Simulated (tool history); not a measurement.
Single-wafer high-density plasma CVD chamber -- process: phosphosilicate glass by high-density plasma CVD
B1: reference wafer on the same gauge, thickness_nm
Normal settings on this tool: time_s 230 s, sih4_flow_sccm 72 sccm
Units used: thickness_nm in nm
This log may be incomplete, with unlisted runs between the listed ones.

Run 1, day 0.000: usual settings; B1 1320.850. Result: thickness_nm 1549.947 nm.
Run 2, day 1.238: usual settings; B1 1320.002. Result: thickness_nm 1549.229 nm.
Run 3, day 3.862: usual settings; B1 1320.256. Result: thickness_nm 1549.171 nm.
Run 4, day 5.988: usual settings; B1 1320.378. Result: thickness_nm 1553.161 nm.
Run 5, day 7.808: usual settings; B1 1319.463. Result: thickness_nm 1552.247 nm.
Run 6, day 10.554: usual settings; B1 1318.756. Result: thickness_nm 1548.318 nm.
Run 7, day 13.208: usual settings; B1 1319.988. Result: thickness_nm 1537.012 nm.
Run 8, day 14.396: usual settings; B1 1320.440. Result: thickness_nm 1549.588 nm.
Run 9, day 17.317: usual settings; B1 1320.871. Result: thickness_nm 1546.462 nm.
Run 10, day 19.100: usual settings; B1 1320.493. Result: thickness_nm 1548.389 nm.
Run 11, day 21.504: usual settings but sih4_flow_sccm 61 sccm; B1 1320.758. Result: thickness_nm 1305.484 nm.
Run 12, day 24.383: usual settings but time_s 260 s; B1 1319.392. Result: thickness_nm 1741.706 nm.
Run 13, day 27.200: usual settings; B1 1319.539. Result: thickness_nm 1543.168 nm.
Run 14, day 28.858: usual settings; B1 1320.031. Result: thickness_nm 1546.598 nm.
Run 15, day 30.321: usual settings; B1 1320.241. Result: thickness_nm 1541.120 nm.
Run 16, day 31.558: usual settings; B1 1320.774. Result: thickness_nm 1545.331 nm.
Run 17, day 34.288: usual settings but time_s 245 s; B1 1320.015. Result: thickness_nm 1639.920 nm.
Run 18, day 35.429: usual settings but time_s 245 s; B1 1318.733. Result: thickness_nm 1638.684 nm.
Run 19, day 37.396: usual settings but time_s 221 s; B1 1320.034. Result: thickness_nm 1475.875 nm.
Run 20, day 39.950: usual settings but time_s 221 s; B1 1319.766. Result: thickness_nm 1477.194 nm.
Run 21, day 43.312: usual settings but time_s 221 s; B1 1319.968. Result: thickness_nm 1483.032 nm.
Run 22, day 49.083: usual settings; B1 1319.492. Result: thickness_nm 1542.513 nm.
Run 23, day 51.454: usual settings but time_s 199 s, sih4_flow_sccm 62 sccm; B1 1320.701. Result: thickness_nm 1146.606 nm.
Run 24, day 53.112: usual settings; B1 1321.214. Result: thickness_nm 1543.737 nm.
Run 25, day 55.188: usual settings but time_s 197 s, sih4_flow_sccm 82 sccm; B1 1320.903. Result: thickness_nm 1504.533 nm.
Run 26, day 56.312: usual settings; B1 1319.969. Result: thickness_nm 1538.890 nm.
Run 27, day 57.475: usual settings but sih4_flow_sccm 78 sccm; B1 1320.100. Result: thickness_nm 1663.183 nm.
Run 28, day 59.000: usual settings but time_s 188 s, sih4_flow_sccm 65 sccm; B1 1319.905. Result: thickness_nm 1131.237 nm.
Run 29, day 60.854: usual settings; B1 1319.815. Result: thickness_nm 1544.367 nm.
Run 30, day 61.883: usual settings but time_s 208 s, sih4_flow_sccm 59 sccm; B1 1320.414. Result: thickness_nm 1142.458 nm.
Run 31, day 64.604: usual settings; B1 1319.793. Result: thickness_nm 1557.746 nm.
Run 32, day 66.621: usual settings but time_s 191 s, sih4_flow_sccm 83 sccm; B1 1320.102. Result: thickness_nm 1500.137 nm.
Run 33, day 70.954: usual settings; B1 1320.033. Result: thickness_nm 1557.786 nm.
Run 34, day 73.417: usual settings but time_s 215 s, sih4_flow_sccm 85 sccm; B1 1320.435. Result: thickness_nm 1716.436 nm.
Run 35, day 76.079: usual settings but time_s 276 s, sih4_flow_sccm 68 sccm; B1 1320.180. Result: thickness_nm 1768.419 nm.
Run 36, day 78.279: usual settings; B1 1319.128. Result: thickness_nm 1555.018 nm.
Run 37, day 82.488: usual settings but sih4_flow_sccm 84 sccm; B1 1320.125. Result: thickness_nm 1810.838 nm.
Run 38, day 85.425: usual settings but time_s 202 s, sih4_flow_sccm 67 sccm; B1 1319.958. Result: thickness_nm 1269.040 nm.
Run 39, day 87.996: usual settings; B1 1320.031. Result: thickness_nm 1545.953 nm.
Run 40, day 90.575: usual settings but time_s 210 s; B1 1321.296. Result: thickness_nm 1411.291 nm.
Run 41, day 93.433: usual settings but time_s 196 s, sih4_flow_sccm 61 sccm; B1 1319.338. Result: thickness_nm 1116.995 nm.
Run 42, day 94.438: usual settings; B1 1320.541. Result: thickness_nm 1543.762 nm.
Run 43, day 97.333: usual settings but time_s 211 s, sih4_flow_sccm 83 sccm; B1 1320.293. Result: thickness_nm 1628.099 nm.
Run 44, day 99.983: usual settings; B1 1319.218. Result: thickness_nm 1542.600 nm.

Taken out of this log: 2 entries between the listed runs. Where each belongs, and how the hidden state differs across it:
Between runs 21 and 22: gauge calibrated (day 46.638)
  delivered silane flow above the setpoint (%): -1.22 -> -1.25
  measured less the result without the state, thickness_nm: -18.339 -> -19.593 nm
Between runs 30 and 31: silane flow controller replaced (day 62.275)
  delivered silane flow above the setpoint (%): -1.31 -> -0.0613
  measured less the result without the state, thickness_nm: -15.110 -> -0.956 nm
